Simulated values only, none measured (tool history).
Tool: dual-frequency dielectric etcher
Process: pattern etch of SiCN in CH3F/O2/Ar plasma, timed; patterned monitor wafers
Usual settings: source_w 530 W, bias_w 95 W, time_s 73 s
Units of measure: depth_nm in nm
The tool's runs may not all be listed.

run     day  source_w  bias_w  time_s  read-back reference wafer on the same gauge, depth_nm  depth_nm
  1       0       530      95      73                                                  32.62     32.26
  2     0.3       530      95      73                                                  32.58     32.43
  3   0.592       530      95      73                                                  32.65     32.41
  4   0.975       530      95      73                                                   32.6     32.47
  5   1.667       530      95      73                                                  32.54     32.77
  6   2.204       530      95      73                                                  32.64     32.65
  7   3.758       530      95      73                                                  32.59     32.53
  8   3.771       530      95      73                                                   32.6     32.53
  9   3.788       530      95      73                                                  32.61     32.48
 10   4.238       530      95      73                                                  32.51     32.77
 11     5.9       530      95      73                                                  32.61     33.74
 12   5.917       530      95      73                                                  32.57     33.83
 13   5.929       530      95      73                                                  32.68     33.94
 14   6.154       570     104      66                                                  32.57     33.09
 15   6.862       410      84      83                                                  32.54     32.32
 16   7.588       470      79      73                                                  32.59     29.06
 17   8.746       410     102      73                                                  32.56     29.91
 18   8.758       470      95      73                                                  32.59     30.31
 19   8.892       530      95      73                                                  32.57     31.78
 20   9.167       530      81      73                                                  32.71     29.28
 21   9.883       530      95      91                                                  32.68     39.96
 22  10.621       590     118    52.5                                                  32.59     27.17
 23  11.021       400     102      57                                                  32.63     23.18
 24  11.375       420     114      58                                                  32.65     25.59
 25  11.683       490     104    60.5                                                  32.58      27.2

Withheld: 6 entries from between the runs. Position of each, and hidden state at the listed run before versus the listed run after:
Run 6 -> run 7: upper electrode replaced (day 3.692); bias power generator calibrated (day 3.738)
  etch rate over this chamber's usual, %: 2.56 -> 2.85
  difference, measured minus the result without the unlogged condition, depth_nm: +0.81 -> +0.9 nm
Run 10 -> run 11: wet clean of the chamber (day 5.879)
  etch rate over this chamber's usual, %: 2.94 -> 6.37
  difference, measured minus the result without the unlogged condition, depth_nm: +0.93 -> +2.02 nm
Run 13 -> run 14: gauge calibrated (day 5.992)
  etch rate over this chamber's usual, %: 6.37 -> 6.41
  difference, measured minus the result without the unlogged condition, depth_nm: +2.04 -> +2 nm
Run 15 -> run 16: source power generator calibrated (day 7.496)
  etch rate over this chamber's usual, %: 6.55 -> 6.68
  difference, measured minus the result without the unlogged condition, depth_nm: +1.99 -> +1.82 nm
Run 16 -> run 17: wet clean of the chamber, repeated, since the last time left the tool worse (day 8.725)
  etch rate over this chamber's usual, %: 6.68 -> 0.614
  difference, measured minus the result without the unlogged condition, depth_nm: +1.82 -> +0.18 nm
